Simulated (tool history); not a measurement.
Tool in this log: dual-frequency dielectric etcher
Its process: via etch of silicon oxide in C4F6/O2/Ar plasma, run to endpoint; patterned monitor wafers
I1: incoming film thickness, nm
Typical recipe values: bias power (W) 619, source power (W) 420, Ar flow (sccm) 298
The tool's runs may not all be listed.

Run 1, hour 0.0: usual settings; I1 96.9. Result: endpoint time (s) 17.7.
Run 2, hour 99.8: usual settings; I1 97.3. Result: endpoint time (s) 17.7.
Run 3, hour 191.9: usual settings; I1 97.8. Result: endpoint time (s) 17.8.
Run 4, hour 276.6: usual settings; I1 97.3. Result: endpoint time (s) 17.7.
At hour 361.9: wet clean of the chamber.
Run 5, hour 362.4: usual settings but bias power (W) 540, source power (W) 490; I1 98.1. Result: endpoint time (s) 17.6.
Run 6, hour 396.2: usual settings but bias power (W) 540, source power (W) 490; I1 98.5. Result: endpoint time (s) 17.7.
Run 7, hour 446.2: usual settings; I1 98.1. Result: endpoint time (s) 17.9.
At hour 523.3: source power generator calibrated.
Run 8, hour 524.3: usual settings; I1 98.3. Result: endpoint time (s) 17.7.
Run 9, hour 577.7: usual settings; I1 97.8. Result: endpoint time (s) 17.6.
At hour 665.3: upper electrode replaced.
Run 10, hour 682.8: usual settings but bias power (W) 476, source power (W) 370, Ar flow (sccm) 269; I1 98.1. Result: endpoint time (s) 20.5.
Run 11, hour 766.5: usual settings but Ar flow (sccm) 357; I1 98.3. Result: endpoint time (s) 18.1.
Run 12, hour 805.6: usual settings but bias power (W) 668, source power (W) 460, Ar flow (sccm) 327; I1 98.0. Result: endpoint time (s) 16.4.
At hour 870.4: wet clean of the chamber.
At hour 897.5: Ar flow controller replaced.
Run 13, hour 898.0: usual settings but Ar flow (sccm) 357; I1 98.0. Result: endpoint time (s) 18.5.
At hour 957.1: bias power generator calibrated.
Run 14, hour 992.9: usual settings but bias power (W) 500; I1 98.0. Result: endpoint time (s) 19.5.
Run 15, hour 1030.8: usual settings but source power (W) 350, Ar flow (sccm) 343; I1 97.6. Result: endpoint time (s) 20.0.
Run 16, hour 1103.5: usual settings but bias power (W) 771, Ar flow (sccm) 353; I1 98.2. Result: endpoint time (s) 16.7.
Run 17, hour 1189.3: usual settings; I1 98.8. Result: endpoint time (s) 17.9.
Run 18, hour 1253.3: usual settings but bias power (W) 534, source power (W) 500, Ar flow (sccm) 229; I1 98.2. Result: endpoint time (s) 16.7.
Run 19, hour 1358.1: usual settings but bias power (W) 534, source power (W) 500, Ar flow (sccm) 229; I1 98.1. Result: endpoint time (s) 16.6.
At hour 1417.8: wet clean of the chamber.
Run 20, hour 1418.3: usual settings but bias power (W) 478, source power (W) 500, Ar flow (sccm) 340; I1 97.7. Result: endpoint time (s) 18.4.
Run 21, hour 1464.4: usual settings but bias power (W) 769, source power (W) 380, Ar flow (sccm) 259; I1 98.0. Result: endpoint time (s) 16.9.
Run 22, hour 1552.9: usual settings; I1 97.7. Result: endpoint time (s) 17.8.
Run 23, hour 1601.5: usual settings but Ar flow (sccm) 235; I1 98.2. Result: endpoint time (s) 17.3.
Run 24, hour 1642.5: usual settings but Ar flow (sccm) 243; I1 98.6. Result: endpoint time (s) 17.4.
Run 25, hour 1725.4: usual settings but Ar flow (sccm) 274; I1 97.7. Result: endpoint time (s) 17.5.
Run 26, hour 1777.0: usual settings; I1 97.9. Result: endpoint time (s) 17.7.
Run 27, hour 1866.9: usual settings but source power (W) 470; I1 98.0. Result: endpoint time (s) 16.8.
At hour 1910.5: wet clean of the chamber.
Run 28, hour 1945.7: usual settings but Ar flow (sccm) 279; I1 98.6. Result: endpoint time (s) 17.9.
Run 29, hour 2024.3: usual settings but bias power (W) 659; I1 98.5. Result: endpoint time (s) 17.7.

4 options for the next run, each taken on its own from the tool as it stands now. Forecast them:
Run A, hour 2024.7: usual settings but source power (W) 330; I1 98.8. Result: endpoint time (s) ?.
Run B, hour 2024.7: usual settings but source power (W) 480; I1 98.8. Result: endpoint time (s) ?.
Run C, hour 2024.7: usual settings but source power (W) 500, Ar flow (sccm) 270; I1 98.8. Result: endpoint time (s) ?.
Run D, hour 2024.7: usual settings but bias power (W) 698, source power (W) 480, Ar flow (sccm) 228; I1 98.8. Result: endpoint time (s) ?.

run  endpoint time (s)
  A               20.5
  B               17.0
  C               16.4
  D               15.6
With the hidden condition removed and each run's random variation left untouched, the same runs would have given:
run  endpoint time (s)
  A               20.3
  B               16.8
  C               16.2
  D               15.4
